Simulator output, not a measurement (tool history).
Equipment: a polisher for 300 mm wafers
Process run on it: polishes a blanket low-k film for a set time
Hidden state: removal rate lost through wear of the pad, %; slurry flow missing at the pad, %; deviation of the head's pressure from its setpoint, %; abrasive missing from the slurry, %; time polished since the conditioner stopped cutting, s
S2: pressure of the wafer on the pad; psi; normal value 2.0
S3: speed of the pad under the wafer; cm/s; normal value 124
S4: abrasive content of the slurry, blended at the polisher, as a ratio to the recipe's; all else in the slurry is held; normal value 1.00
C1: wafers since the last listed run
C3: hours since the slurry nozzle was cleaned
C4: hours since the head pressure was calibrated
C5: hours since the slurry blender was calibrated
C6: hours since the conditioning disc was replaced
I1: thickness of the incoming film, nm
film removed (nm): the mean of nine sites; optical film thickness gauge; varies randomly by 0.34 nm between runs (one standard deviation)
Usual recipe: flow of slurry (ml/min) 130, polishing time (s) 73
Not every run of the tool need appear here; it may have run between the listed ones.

{"run": 1, "hour": 0.0, "flow of slurry (ml/min)": 130, "S2": 2.0, "S3": 124, "S4": 1.0, "polishing time (s)": 73, "C1": 0, "wafers polished on this pad": 571, "C3": 260.7, "C4": 1057.8, "C5": 359.7, "C6": 111.3, "I1": 303.1, "film removed (nm)": 36.7}
{"hour": 3.9, "done": "conditioning disc replaced and pad reconditioned"}
{"run": 2, "hour": 14.9, "flow of slurry (ml/min)": 130, "S2": 2.0, "S3": 148, "S4": 1.0, "polishing time (s)": 73, "C1": 86, "wafers polished on this pad": 657, "C3": 275.6, "C4": 1072.7, "C5": 374.6, "C6": 11.0, "I1": 311.3, "film removed (nm)": 40.8}
{"run": 3, "hour": 22.4, "flow of slurry (ml/min)": 130, "S2": 2.0, "S3": 148, "S4": 1.0, "polishing time (s)": 73, "C1": 50, "wafers polished on this pad": 708, "C3": 283.1, "C4": 1080.2, "C5": 382.1, "C6": 18.5, "I1": 310.8, "film removed (nm)": 40.4}
{"run": 4, "hour": 31.6, "flow of slurry (ml/min)": 130, "S2": 2.0, "S3": 124, "S4": 1.0, "polishing time (s)": 73, "C1": 61, "wafers polished on this pad": 770, "C3": 292.3, "C4": 1089.4, "C5": 391.3, "C6": 27.7, "I1": 304.9, "film removed (nm)": 36.9}
{"hour": 41.7, "done": "worn pad replaced by a new one"}
{"run": 5, "hour": 42.2, "flow of slurry (ml/min)": 130, "S2": 2.0, "S3": 124, "S4": 1.0, "polishing time (s)": 73, "C1": 44, "wafers polished on this pad": 3, "C3": 302.9, "C4": 1100.0, "C5": 401.9, "C6": 38.3, "I1": 308.3, "film removed (nm)": 36.3}
{"run": 6, "hour": 47.1, "flow of slurry (ml/min)": 130, "S2": 2.0, "S3": 92, "S4": 1.0, "polishing time (s)": 73, "C1": 32, "wafers polished on this pad": 36, "C3": 307.8, "C4": 1104.9, "C5": 406.8, "C6": 43.2, "I1": 305.3, "film removed (nm)": 32.0}
{"run": 7, "hour": 56.0, "flow of slurry (ml/min)": 130, "S2": 2.0, "S3": 124, "S4": 1.0, "polishing time (s)": 73, "C1": 59, "wafers polished on this pad": 96, "C3": 316.7, "C4": 1113.8, "C5": 415.7, "C6": 52.1, "I1": 310.3, "film removed (nm)": 37.2}
{"run": 8, "hour": 73.8, "flow of slurry (ml/min)": 130, "S2": 2.0, "S3": 124, "S4": 1.0, "polishing time (s)": 73, "C1": 119, "wafers polished on this pad": 215, "C3": 334.5, "C4": 1131.6, "C5": 433.5, "C6": 69.9, "I1": 306.3, "film removed (nm)": 36.4}
{"hour": 78.1, "done": "slurry blender recalibrated"}
{"run": 9, "hour": 91.7, "flow of slurry (ml/min)": 130, "S2": 2.0, "S3": 124, "S4": 1.0, "polishing time (s)": 73, "C1": 106, "wafers polished on this pad": 322, "C3": 352.4, "C4": 1149.5, "C5": 13.6, "C6": 87.8, "I1": 304.5, "film removed (nm)": 37.1}
{"hour": 101.9, "done": "conditioning disc replaced and pad reconditioned"}
{"run": 10, "hour": 102.4, "flow of slurry (ml/min)": 130, "S2": 1.4, "S3": 124, "S4": 0.8, "polishing time (s)": 64, "C1": 58, "wafers polished on this pad": 381, "C3": 363.1, "C4": 1160.2, "C5": 24.3, "C6": 0.5, "I1": 307.5, "film removed (nm)": 21.0}
{"run": 11, "hour": 117.0, "flow of slurry (ml/min)": 130, "S2": 2.5, "S3": 124, "S4": 1.0, "polishing time (s)": 51, "C1": 98, "wafers polished on this pad": 479, "C3": 377.7, "C4": 1174.8, "C5": 38.9, "C6": 15.1, "I1": 310.4, "film removed (nm)": 32.2}
{"hour": 121.5, "done": "slurry nozzle cleaned"}
{"run": 12, "hour": 134.5, "flow of slurry (ml/min)": 100, "S2": 1.6, "S3": 104, "S4": 1.0, "polishing time (s)": 87, "C1": 110, "wafers polished on this pad": 590, "C3": 13.0, "C4": 1192.3, "C5": 56.4, "C6": 32.6, "I1": 312.7, "film removed (nm)": 31.3}
{"run": 13, "hour": 150.0, "flow of slurry (ml/min)": 130, "S2": 2.0, "S3": 148, "S4": 1.0, "polishing time (s)": 73, "C1": 104, "wafers polished on this pad": 694, "C3": 28.5, "C4": 1207.8, "C5": 71.9, "C6": 48.1, "I1": 307.1, "film removed (nm)": 40.9}
{"hour": 162.2, "done": "worn pad replaced by a new one"}
{"run": 14, "hour": 162.7, "flow of slurry (ml/min)": 130, "S2": 2.0, "S3": 156, "S4": 1.0, "polishing time (s)": 73, "C1": 58, "wafers polished on this pad": 3, "C3": 41.2, "C4": 1220.5, "C5": 84.6, "C6": 60.8, "I1": 311.2, "film removed (nm)": 41.8}
{"run": 15, "hour": 177.5, "flow of slurry (ml/min)": 130, "S2": 1.5, "S3": 124, "S4": 1.0, "polishing time (s)": 91, "C1": 99, "wafers polished on this pad": 102, "C3": 56.0, "C4": 1235.3, "C5": 99.4, "C6": 75.6, "I1": 314.7, "film removed (nm)": 34.5}
{"run": 16, "hour": 183.9, "flow of slurry (ml/min)": 130, "S2": 2.0, "S3": 124, "S4": 1.0, "polishing time (s)": 87, "C1": 43, "wafers polished on this pad": 145, "C3": 62.4, "C4": 1241.7, "C5": 105.8, "C6": 82.0, "I1": 314.9, "film removed (nm)": 43.7}
{"run": 17, "hour": 199.0, "flow of slurry (ml/min)": 130, "S2": 2.0, "S3": 156, "S4": 1.0, "polishing time (s)": 73, "C1": 101, "wafers polished on this pad": 247, "C3": 77.5, "C4": 1256.8, "C5": 120.9, "C6": 97.1, "I1": 304.8, "film removed (nm)": 42.1}
{"run": 18, "hour": 205.8, "flow of slurry (ml/min)": 130, "S2": 2.0, "S3": 148, "S4": 1.0, "polishing time (s)": 73, "C1": 45, "wafers polished on this pad": 293, "C3": 84.3, "C4": 1263.6, "C5": 127.7, "C6": 103.9, "I1": 311.1, "film removed (nm)": 40.3}
{"run": 19, "hour": 213.5, "flow of slurry (ml/min)": 130, "S2": 1.4, "S3": 124, "S4": 1.0, "polishing time (s)": 73, "C1": 51, "wafers polished on this pad": 344, "C3": 92.0, "C4": 1271.3, "C5": 135.4, "C6": 111.6, "I1": 308.9, "film removed (nm)": 25.9}
{"hour": 216.8, "done": "head pressure recalibrated"}
{"hour": 222.1, "done": "conditioning disc replaced and pad reconditioned"}
{"run": 20, "hour": 223.3, "flow of slurry (ml/min)": 130, "S2": 2.4, "S3": 124, "S4": 1.15, "polishing time (s)": 73, "C1": 38, "wafers polished on this pad": 383, "C3": 101.8, "C4": 6.5, "C5": 145.2, "C6": 1.2, "I1": 307.4, "film removed (nm)": 46.6}
{"run": 21, "hour": 238.3, "flow of slurry (ml/min)": 130, "S2": 1.5, "S3": 124, "S4": 1.25, "polishing time (s)": 81, "C1": 100, "wafers polished on this pad": 484, "C3": 116.8, "C4": 21.5, "C5": 160.2, "C6": 16.2, "I1": 311.7, "film removed (nm)": 33.2}
{"run": 22, "hour": 254.8, "flow of slurry (ml/min)": 130, "S2": 2.0, "S3": 124, "S4": 1.0, "polishing time (s)": 73, "C1": 110, "wafers polished on this pad": 595, "C3": 133.3, "C4": 38.0, "C5": 176.7, "C6": 32.7, "I1": 308.6, "film removed (nm)": 36.7}
{"run": 23, "hour": 261.8, "flow of slurry (ml/min)": 130, "S2": 2.5, "S3": 124, "S4": 1.0, "polishing time (s)": 73, "C1": 47, "wafers polished on this pad": 642, "C3": 140.3, "C4": 45.0, "C5": 183.7, "C6": 39.7, "I1": 309.4, "film removed (nm)": 46.9}
{"run": 24, "hour": 274.4, "flow of slurry (ml/min)": 110, "S2": 1.3, "S3": 124, "S4": 0.75, "polishing time (s)": 95, "C1": 84, "wafers polished on this pad": 727, "C3": 152.9, "C4": 57.6, "C5": 196.3, "C6": 52.3, "I1": 305.7, "film removed (nm)": 27.9}
{"run": 25, "hour": 286.2, "flow of slurry (ml/min)": 150, "S2": 1.4, "S3": 124, "S4": 1.0, "polishing time (s)": 73, "C1": 79, "wafers polished on this pad": 806, "C3": 164.7, "C4": 69.4, "C5": 208.1, "C6": 64.1, "I1": 310.8, "film removed (nm)": 26.5}
{"run": 26, "hour": 293.2, "flow of slurry (ml/min)": 130, "S2": 2.0, "S3": 154, "S4": 0.9, "polishing time (s)": 73, "C1": 47, "wafers polished on this pad": 853, "C3": 171.7, "C4": 76.4, "C5": 215.1, "C6": 71.1, "I1": 305.0, "film removed (nm)": 39.8}
{"run": 27, "hour": 309.3, "flow of slurry (ml/min)": 160, "S2": 1.7, "S3": 124, "S4": 0.75, "polishing time (s)": 73, "C1": 108, "wafers polished on this pad": 962, "C3": 187.8, "C4": 92.5, "C5": 231.2, "C6": 87.2, "I1": 307.7, "film removed (nm)": 28.9}

Consider 3 possible next runs. They are alternatives, not a sequence: every one starts from the tool as it was left by run 27. What does each give?
{"run": "A", "hour": 309.8, "flow of slurry (ml/min)": 105, "S2": 2.0, "S3": 124, "S4": 1.0, "polishing time (s)": 73, "C1": 3, "wafers polished on this pad": 965, "C3": 188.3, "C4": 93.0, "C5": 231.7, "C6": 87.7, "I1": 312.4, "film removed (nm)": "?"}
{"run": "B", "hour": 309.8, "flow of slurry (ml/min)": 130, "S2": 2.0, "S3": 106, "S4": 1.0, "polishing time (s)": 73, "C1": 3, "wafers polished on this pad": 965, "C3": 188.3, "C4": 93.0, "C5": 231.7, "C6": 87.7, "I1": 312.4, "film removed (nm)": "?"}
{"run": "C", "hour": 309.8, "flow of slurry (ml/min)": 115, "S2": 2.0, "S3": 124, "S4": 1.0, "polishing time (s)": 55, "C1": 3, "wafers polished on this pad": 965, "C3": 188.3, "C4": 93.0, "C5": 231.7, "C6": 87.7, "I1": 312.4, "film removed (nm)": "?"}

run=A film_removed_(nm)=36.1
run=B film_removed_(nm)=34.4
run=C film_removed_(nm)=27.5
Had the tool no hidden state, the same runs would have come out as:
run=A film_removed_(nm)=36.1
run=B film_removed_(nm)=34.4
run=C film_removed_(nm)=27.5

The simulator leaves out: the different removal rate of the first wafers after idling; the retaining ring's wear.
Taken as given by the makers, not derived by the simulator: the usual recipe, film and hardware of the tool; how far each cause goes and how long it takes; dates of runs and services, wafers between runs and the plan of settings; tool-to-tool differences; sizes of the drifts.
